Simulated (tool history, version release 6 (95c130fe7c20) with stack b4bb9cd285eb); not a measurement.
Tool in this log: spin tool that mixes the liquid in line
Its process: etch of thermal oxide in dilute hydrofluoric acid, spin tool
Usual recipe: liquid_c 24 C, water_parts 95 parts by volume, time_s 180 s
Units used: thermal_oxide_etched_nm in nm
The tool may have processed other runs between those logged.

run	hour	liquid_c	water_parts	time_s	read-back film thickness of the thermal oxide reference wafer, read on the same gauge (nm)	thermal_oxide_etched_nm
1	0	20	95	180	80.06	7.51
2	71.9	24	95	135	79.98	6.64
3	97.6	24	95	135	80.01	6.62
4	165.4	24	95	180	80.02	8.9
5	208.5	24	95	180	79.97	8.87
6	245.7	24	95	230	79.97	11.34
7	301.9	24	95	230	80.01	11.3
8	338.7	24	95	230	80.01	11.41
9	395.7	24	95	180	80.02	8.9
10	448.4	24	95	180	79.97	8.87
11	506.2	24	95	180	80	8.96
12	557.6	24	95	180	80.07	8.95
# hour 571.2: hydrofluoric acid flow meter replaced
13	614.6	23	95	180	80.04	8.7
# hour 648.8: gauge calibrated
14	654.3	24	55	180	80.03	16.53
15	713.1	24	95	270	80.06	13.73
16	753	24	95	180	80	9.17
17	788.4	24	70	125	79.99	8.89
# hour 951.9: thermometer replaced
18	990.9	24	95	180	80.03	8.81
19	1022.5	19.5	115	90	79.98	2.95
20	1084.3	24	55	180	79.97	15.96
21	1139.6	26	110	265	79.96	11.79
22	1175.3	19.5	95	80	79.96	3.26
23	1216.7	28	125	265	79.97	11.08
24	1362.8	24	140	180	80	5.69
25	1393.5	24	110	220	80.01	9.19
# hour 1538: hydrofluoric acid flow meter replaced
26	1605.1	24	95	145	80.02	7.26
27	1660.6	27.5	95	85	80.04	4.9
28	1783.2	24	95	180	79.98	9.07
29	1814.9	20.5	135	100	79.99	2.95

Each row is a separate what-if for the run after 29, all from the same tool condition, not one after another. Results?
A	1815.4	24	95	180	?	?
B	1815.4	25.5	120	265	?	?
C	1815.4	26.5	65	210	?	?
D	1815.4	22.5	95	180	?	?

run	read-back film thickness of the thermal oxide reference wafer, read on the same gauge (nm)	thermal_oxide_etched_nm
A	80.03	9.06
B	80.03	10.84
C	80.03	17.76
D	80.03	8.54
Without the tool's unlogged condition, the same runs would have read:
run	thermal_oxide_etched_nm
A	8.75
B	10.49
C	17.15
D	8.24
